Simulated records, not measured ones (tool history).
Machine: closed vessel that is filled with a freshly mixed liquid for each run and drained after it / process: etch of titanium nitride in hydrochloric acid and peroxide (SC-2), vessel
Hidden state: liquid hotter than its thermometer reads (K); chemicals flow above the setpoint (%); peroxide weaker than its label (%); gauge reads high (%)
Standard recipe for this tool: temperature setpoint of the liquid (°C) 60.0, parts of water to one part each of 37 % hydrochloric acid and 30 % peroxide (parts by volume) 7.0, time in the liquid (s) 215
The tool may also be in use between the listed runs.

run    hour  temperature setpoint of the liquid (°C)  parts of water to one part each of 37 % hydrochloric acid and 30 % peroxide (parts by volume)  time in the liquid (s)  wafers since the last listed run  hours since the thermometer was replaced  hours since the chemicals flow meter was replaced  hours since the drum of peroxide was connected  hours since the gauge calibration  read-back film thickness of the titanium nitride reference wafer, read on the same gauge (nm)  thickness taken off the titanium nitride on a monitor wafer (Å)
  1     0.0                                     60.0                                                                                            7.0                     215                                 0                                     886.5                                             1704.9                                           441.7                              765.5                                                                                         120.02                                                             97.2
       35.9  -- new drum of peroxide connected
  2    37.2                                     60.0                                                                                            7.0                     215                              2534                                     923.7                                             1742.1                                             1.3                              802.7                                                                                         120.01                                                             97.2
  3    93.3                                     57.0                                                                                            7.0                     215                              3928                                     979.8                                             1798.2                                            57.4                              858.8                                                                                         119.98                                                             80.4
  4   154.5                                     60.0                                                                                            5.5                     215                              4285                                    1041.0                                             1859.4                                           118.6                              920.0                                                                                         120.01                                                            116.8
  5   219.1                                     60.0                                                                                            5.5                     215                              4523                                    1105.6                                             1924.0                                           183.2                              984.6                                                                                         120.01                                                            117.9
  6   266.6                                     57.0                                                                                            7.0                     295                              3325                                    1153.1                                             1971.5                                           230.7                             1032.1                                                                                         120.01                                                            111.8
  7   300.3                                     60.0                                                                                            7.0                     215                              2359                                    1186.8                                             2005.2                                           264.4                             1065.8                                                                                         120.00                                                             97.8
  8   350.3                                     60.0                                                                                            7.0                     215                              3501                                    1236.8                                             2055.2                                           314.4                             1115.8                                                                                         120.01                                                             98.1
  9   414.9                                     60.0                                                                                            7.0                     215                              4523                                    1301.4                                             2119.8                                           379.0                             1180.4                                                                                         120.02                                                             99.1
 10   456.1                                     60.0                                                                                            7.0                     215                              2884                                    1342.6                                             2161.0                                           420.2                             1221.6                                                                                         119.97                                                             98.5
      501.4  -- chemicals flow meter replaced
 11   507.0                                     60.0                                                                                            7.0                     215                              3494                                    1393.5                                                5.6                                           471.1                             1272.5                                                                                         119.99                                                             99.2
      517.3  -- new drum of peroxide connected
 12   534.4                                     52.0                                                                                            7.0                     160                              1848                                    1420.9                                               33.0                                            17.1                             1299.9                                                                                         120.02                                                             44.6
      552.9  -- gauge calibrated
 13   598.2                                     60.0                                                                                            7.0                     215                              4467                                    1484.7                                               96.8                                            80.9                               45.3                                                                                         119.97                                                             99.9
 14   670.0                                     60.0                                                                                            7.0                     335                              5027                                    1556.5                                              168.6                                           152.7                              117.1                                                                                         119.96                                                            155.7
      687.2  -- thermometer replaced
 15   711.7                                     60.0                                                                                            7.0                     215                              2849                                      24.5                                              210.3                                           194.4                              158.8                                                                                         119.99                                                             93.2
 16   736.6                                     60.0                                                                                            7.0                     215                              1743                                      49.4                                              235.2                                           219.3                              183.7                                                                                         120.04                                                             93.7
 17   793.0                                     60.0                                                                                            5.0                     215                              3949                                     105.8                                              291.6                                           275.7                              240.1                                                                                         120.02                                                            120.1
 18   852.8                                     54.0                                                                                            9.5                     215                              4187                                     165.6                                              351.4                                           335.5                              299.9                                                                                         119.98                                                             49.9
 19   900.2                                     62.5                                                                                            7.0                     215                              3318                                     213.0                                              398.8                                           382.9                              347.3                                                                                         119.99                                                            110.5
      916.6  -- new drum of peroxide connected
 20  1087.0                                     57.0                                                                                            5.5                     145                             13009                                     399.8                                              585.6                                           170.4                              534.1                                                                                         119.98                                                             63.2
 21  1114.0                                     60.0                                                                                            7.0                     215                              1890                                     426.8                                              612.6                                           197.4                              561.1                                                                                         120.02                                                             95.1
 22  1146.4                                     60.0                                                                                            7.0                     330                              2268                                     459.2                                              645.0                                           229.8                              593.5                                                                                         119.98                                                            146.7
 23  1180.4                                     51.5                                                                                            5.5                     325                              2380                                     493.2                                              679.0                                           263.8                              627.5                                                                                         119.96                                                            100.7

Below are 3 alternative next runs, each starting from the tool's condition after run 23. Predict each:
  A  1181.1                                     60.0                                                                                            9.5                     215                                49                                     493.9                                              679.7                                           264.5                              628.2                                                                                              ?                                                                ?
  B  1181.1                                     53.5                                                                                            7.0                     320                                49                                     493.9                                              679.7                                           264.5                              628.2                                                                                              ?                                                                ?
  C  1181.1                                     50.0                                                                                            7.0                     160                                49                                     493.9                                              679.7                                           264.5                              628.2                                                                                              ?                                                                ?

run  read-back film thickness of the titanium nitride reference wafer, read on the same gauge (nm)  thickness taken off the titanium nitride on a monitor wafer (Å)
  A                                                                                         119.98                                                             74.9
  B                                                                                         119.98                                                             94.1
  C                                                                                         119.98                                                             37.4
Had the tool no hidden state, the same runs would have come out as:
run  thickness taken off the titanium nitride on a monitor wafer (Å)
  A                                                             72.8
  B                                                             91.4
  C                                                             36.3
